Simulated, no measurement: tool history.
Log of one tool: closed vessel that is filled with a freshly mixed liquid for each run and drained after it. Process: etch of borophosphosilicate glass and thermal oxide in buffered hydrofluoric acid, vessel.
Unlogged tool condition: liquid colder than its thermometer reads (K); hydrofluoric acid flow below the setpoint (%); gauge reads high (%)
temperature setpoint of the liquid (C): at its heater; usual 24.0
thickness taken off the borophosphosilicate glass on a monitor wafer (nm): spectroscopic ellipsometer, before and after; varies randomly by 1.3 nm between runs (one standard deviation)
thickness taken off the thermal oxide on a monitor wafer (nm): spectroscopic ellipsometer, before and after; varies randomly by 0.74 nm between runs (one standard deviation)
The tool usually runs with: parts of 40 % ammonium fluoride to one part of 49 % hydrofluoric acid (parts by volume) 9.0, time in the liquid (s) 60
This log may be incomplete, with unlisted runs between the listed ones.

| run | hour | temperature setpoint of the liquid (C) | parts of 40 % ammonium fluoride to one part of 49 % hydrofluoric acid (parts by volume) | time in the liquid (s) | wafers since the last listed run | hours since the thermometer was replaced | hours since the hydrofluoric acid flow meter was replaced | hours since the gauge calibration | read-back film thickness of the borophosphosilicate glass reference wafer, read on the same gauge (nm) | read-back film thickness of the thermal oxide reference wafer, read on the same gauge (nm) | thickness taken off the borophosphosilicate glass on a monitor wafer (nm) | thickness taken off the thermal oxide on a monitor wafer (nm) |
|---|---|---|---|---|---|---|---|---|---|---|---|---|
| 1 | 0.0 | 24.0 | 9.0 | 60 | 0 | 808.5 | 2104.2 | 102.8 | 59.99 | 50.00 | 164.11 | 71.46 |
| 2 | 6.5 | 24.0 | 9.0 | 60 | 728 | 815.0 | 2110.7 | 109.3 | 59.96 | 50.00 | 163.85 | 70.49 |
| 3 | 20.3 | 24.0 | 9.0 | 60 | 1546 | 828.8 | 2124.5 | 123.1 | 60.00 | 49.98 | 162.73 | 71.21 |
| 4 | 33.1 | 24.0 | 9.0 | 60 | 1434 | 841.6 | 2137.3 | 135.9 | 60.00 | 49.95 | 160.93 | 70.35 |
| 5 | 43.0 | 24.0 | 9.0 | 85 | 1109 | 851.5 | 2147.2 | 145.8 | 60.00 | 49.99 | 232.29 | 101.49 |
| 6 | 54.0 | 24.0 | 9.0 | 85 | 1232 | 862.5 | 2158.2 | 156.8 | 60.00 | 50.00 | 228.38 | 99.89 |
| 7 | 71.8 | 24.0 | 9.0 | 85 | 1994 | 880.3 | 2176.0 | 174.6 | 60.00 | 50.02 | 231.86 | 101.35 |
|  | 85.1 | hydrofluoric acid flow meter replaced |
| 8 | 88.2 | 24.0 | 9.0 | 60 | 1725 | 896.7 | 3.1 | 191.0 | 60.00 | 49.94 | 163.76 | 70.93 |
| 9 | 96.2 | 24.0 | 9.0 | 60 | 896 | 904.7 | 11.1 | 199.0 | 59.98 | 50.01 | 160.47 | 70.18 |
| 10 | 103.1 | 24.0 | 8.0 | 60 | 773 | 911.6 | 18.0 | 205.9 | 59.97 | 49.97 | 185.23 | 79.81 |
| 11 | 119.3 | 24.0 | 8.0 | 60 | 1815 | 927.8 | 34.2 | 222.1 | 60.01 | 50.03 | 184.41 | 79.09 |
| 12 | 136.4 | 24.0 | 8.0 | 60 | 1916 | 944.9 | 51.3 | 239.2 | 60.01 | 49.98 | 184.13 | 79.96 |
| 13 | 152.9 | 24.0 | 9.0 | 60 | 1849 | 961.4 | 67.8 | 255.7 | 59.98 | 50.01 | 161.84 | 70.66 |
| 14 | 161.4 | 24.0 | 9.0 | 85 | 952 | 969.9 | 76.3 | 264.2 | 60.02 | 49.96 | 228.02 | 100.47 |
| 15 | 175.7 | 22.0 | 10.0 | 60 | 1602 | 984.2 | 90.6 | 278.5 | 60.00 | 49.93 | 135.02 | 57.03 |
|  | 179.6 | thermometer replaced |
| 16 | 185.9 | 22.0 | 9.0 | 60 | 1031 | 6.3 | 100.8 | 288.7 | 59.99 | 50.00 | 162.46 | 68.72 |
|  | 194.2 | gauge calibrated |
| 17 | 200.6 | 24.0 | 9.0 | 60 | 1647 | 21.0 | 115.5 | 6.4 | 59.98 | 49.99 | 176.78 | 76.05 |
| 18 | 208.1 | 21.5 | 6.0 | 30 | 840 | 28.5 | 123.0 | 13.9 | 59.99 | 49.97 | 116.20 | 50.17 |
| 19 | 220.9 | 24.0 | 9.0 | 60 | 1434 | 41.3 | 135.8 | 26.7 | 60.00 | 50.01 | 177.77 | 76.47 |
| 20 | 231.0 | 28.5 | 12.5 | 30 | 1131 | 51.4 | 145.9 | 36.8 | 59.99 | 50.02 | 83.52 | 36.26 |
| 21 | 243.3 | 24.0 | 12.0 | 60 | 1378 | 63.7 | 158.2 | 49.1 | 59.99 | 50.05 | 136.88 | 59.78 |
| 22 | 256.9 | 24.0 | 6.0 | 60 | 1524 | 77.3 | 171.8 | 62.7 | 60.00 | 50.01 | 267.91 | 113.49 |
| 23 | 263.5 | 21.5 | 9.0 | 60 | 739 | 83.9 | 178.4 | 69.3 | 60.00 | 49.98 | 153.54 | 66.45 |
| 24 | 273.9 | 28.0 | 9.0 | 60 | 1165 | 94.3 | 188.8 | 79.7 | 60.00 | 50.03 | 220.45 | 95.07 |
| 25 | 280.9 | 27.0 | 7.5 | 45 | 784 | 101.3 | 195.8 | 86.7 | 60.00 | 49.97 | 189.10 | 81.23 |

The tool's hidden state at each run:
hydrofluoric acid flow below the setpoint (%): 0 on each run
gauge reads high (%): 0 on each run
H1: liquid colder than its thermometer reads (K)
| run | H1 |
|---|---|
| 1 | 1.72 |
| 2 | 1.73 |
| 3 | 1.76 |
| 4 | 1.78 |
| 5 | 1.8 |
| 6 | 1.82 |
| 7 | 1.85 |
| 8 | 1.89 |
| 9 | 1.9 |
| 10 | 1.91 |
| 11 | 1.94 |
| 12 | 1.98 |
| 13 | 2.01 |
| 14 | 2.02 |
| 15 | 2.05 |
| 16 | 0.19 |
| 17 | 0.218 |
| 18 | 0.232 |
| 19 | 0.257 |
| 20 | 0.276 |
| 21 | 0.299 |
| 22 | 0.325 |
| 23 | 0.338 |
| 24 | 0.358 |
| 25 | 0.371 |
